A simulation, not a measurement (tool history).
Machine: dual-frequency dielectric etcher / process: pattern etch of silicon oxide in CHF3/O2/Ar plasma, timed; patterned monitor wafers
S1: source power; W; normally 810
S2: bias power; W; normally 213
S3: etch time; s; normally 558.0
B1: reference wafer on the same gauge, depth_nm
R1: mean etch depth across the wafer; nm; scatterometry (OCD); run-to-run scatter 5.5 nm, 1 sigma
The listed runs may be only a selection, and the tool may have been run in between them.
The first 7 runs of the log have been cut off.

run     day   S1   S2     S3      B1      R1
      9.496  -- wet clean of the chamber
  8   9.517  720  174  490.0  1349.7  1061.7
  9   9.671  810  213  558.0  1349.2  1391.1
 10  10.333  720  186  558.0  1349.0  1243.5
 11  13.171  990  250  484.5  1349.7  1435.7
 12  13.688  810  231  704.0  1350.0  1827.5
 13  15.062  710  161  496.5  1349.5  1022.4
     15.783  -- bias power generator calibrated
 14  16.088  700  213  558.0  1350.1  1294.6
 15  16.875  810  213  558.0  1350.8  1398.9
     18.438  -- upper electrode replaced
 16  18.458  990  260  689.5  1349.4  2066.8
 17  19.346  910  255  558.0  1348.8  1593.8
 18  20.267  940  263  558.0  1350.4  1636.3
 19  21.488  810  199  558.0  1350.5  1352.1
     21.788  -- source power generator calibrated
 20  22.983  860  243  652.5  1350.0  1779.9
 21  24.354  750  213  693.0  1350.9  1660.7
 22  25.642  810  213  558.0  1351.4  1391.3
 23  26.467  880  175  616.0  1350.2  1489.1
 24  27.767  720  213  558.0  1348.7  1308.1
 25  28.458  670  243  640.5  1348.5  1535.4
     29.867  -- wet clean of the chamber
 26  29.888  640  194  558.0  1349.8  1184.8
 27  30.150  690  232  710.0  1350.7  1686.8
 28  30.792  810  213  558.0  1348.1  1395.9
 29  31.567  650  190  401.0  1349.1   846.6
 30  32.525  690  213  558.0  1349.7  1289.1

4 ways to go on from here, each from the tool as it stands after run 30. What would each give?
  A  32.550  990  213  558.0   ?   ?
  B  32.550  650  213  558.0   ?   ?
  C  32.550  810  213  477.0   ?   ?
  D  32.550  810  213  655.5   ?   ?

run      B1      R1
  A  1350.2  1548.0
  B  1350.2  1245.3
  C  1350.2  1197.3
  D  1350.2  1645.4
Without the tool's unlogged condition, the same runs would have read:
run      R1
  A  1548.0
  B  1245.3
  C  1197.3
  D  1645.4

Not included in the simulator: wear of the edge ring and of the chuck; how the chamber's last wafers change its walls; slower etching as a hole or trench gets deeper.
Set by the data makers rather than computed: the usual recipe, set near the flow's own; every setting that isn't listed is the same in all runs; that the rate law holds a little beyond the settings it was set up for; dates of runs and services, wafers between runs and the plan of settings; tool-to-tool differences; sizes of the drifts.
